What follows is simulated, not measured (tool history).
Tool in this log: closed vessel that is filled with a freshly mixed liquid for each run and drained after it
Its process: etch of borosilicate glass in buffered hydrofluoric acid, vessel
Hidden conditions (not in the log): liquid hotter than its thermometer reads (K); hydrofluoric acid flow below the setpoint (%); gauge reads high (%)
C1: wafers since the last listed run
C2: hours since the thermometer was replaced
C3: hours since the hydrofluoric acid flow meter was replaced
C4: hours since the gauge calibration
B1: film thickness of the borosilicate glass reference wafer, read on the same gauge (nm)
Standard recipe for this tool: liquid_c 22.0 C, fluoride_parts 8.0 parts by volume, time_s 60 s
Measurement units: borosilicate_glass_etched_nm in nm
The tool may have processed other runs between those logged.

run 1 day=0.000 | liquid_c=22.0 fluoride_parts=8.0 time_s=60 | C1=0 C2=998.7 C3=354.3 C4=128.6 | B1=79.98 | borosilicate_glass_etched_nm=67.86
run 2 day=0.379 | liquid_c=22.0 fluoride_parts=8.0 time_s=60 | C1=993 C2=1007.8 C3=363.4 C4=137.7 | B1=79.99 | borosilicate_glass_etched_nm=66.93
run 3 day=0.658 | liquid_c=22.0 fluoride_parts=8.0 time_s=60 | C1=731 C2=1014.5 C3=370.1 C4=144.4 | B1=80.00 | borosilicate_glass_etched_nm=67.04
run 4 day=0.962 | liquid_c=22.0 fluoride_parts=8.0 time_s=60 | C1=797 C2=1021.8 C3=377.4 C4=151.7 | B1=79.99 | borosilicate_glass_etched_nm=67.27
run 5 day=1.417 | liquid_c=22.0 fluoride_parts=8.0 time_s=60 | C1=1190 C2=1032.7 C3=388.3 C4=162.6 | B1=79.99 | borosilicate_glass_etched_nm=67.69
run 6 day=3.454 | liquid_c=22.0 fluoride_parts=8.0 time_s=60 | C1=5341 C2=1081.6 C3=437.2 C4=211.5 | B1=80.01 | borosilicate_glass_etched_nm=66.46
run 7 day=3.833 | liquid_c=22.0 fluoride_parts=8.0 time_s=60 | C1=993 C2=1090.7 C3=446.3 C4=220.6 | B1=80.02 | borosilicate_glass_etched_nm=67.08
-- day=4.121 thermometer replaced
run 8 day=4.483 | liquid_c=22.0 fluoride_parts=8.0 time_s=60 | C1=1594 C2=8.7 C3=461.9 C4=236.2 | B1=79.99 | borosilicate_glass_etched_nm=66.09
-- day=4.821 hydrofluoric acid flow meter replaced
run 9 day=4.958 | liquid_c=23.5 fluoride_parts=10.0 time_s=60 | C1=1135 C2=20.1 C3=3.3 C4=247.6 | B1=80.00 | borosilicate_glass_etched_nm=69.03
run 10 day=5.321 | liquid_c=25.0 fluoride_parts=6.5 time_s=70 | C1=950 C2=28.8 C3=12.0 C4=256.3 | B1=80.01 | borosilicate_glass_etched_nm=128.86
-- day=5.329 gauge calibrated
run 11 day=5.633 | liquid_c=22.0 fluoride_parts=8.0 time_s=60 | C1=819 C2=36.3 C3=19.5 C4=7.3 | B1=80.00 | borosilicate_glass_etched_nm=74.97
run 12 day=6.288 | liquid_c=23.5 fluoride_parts=8.0 time_s=60 | C1=1714 C2=52.0 C3=35.2 C4=23.0 | B1=80.00 | borosilicate_glass_etched_nm=81.85
run 13 day=6.983 | liquid_c=19.0 fluoride_parts=6.5 time_s=60 | C1=1824 C2=68.7 C3=51.9 C4=39.7 | B1=80.00 | borosilicate_glass_etched_nm=78.88

What will run 14 give?
run 14 day=7.646 | liquid_c=22.0 fluoride_parts=8.0 time_s=60 | C1=1736 C2=84.6 C3=67.8 C4=55.6 | B1=? | borosilicate_glass_etched_nm=?

{"run 14": {"B1": 79.97, "borosilicate_glass_etched_nm": 74.55}}
The same run, on a tool lacking any hidden state, would have yielded borosilicate_glass_etched_nm 77.20 nm.

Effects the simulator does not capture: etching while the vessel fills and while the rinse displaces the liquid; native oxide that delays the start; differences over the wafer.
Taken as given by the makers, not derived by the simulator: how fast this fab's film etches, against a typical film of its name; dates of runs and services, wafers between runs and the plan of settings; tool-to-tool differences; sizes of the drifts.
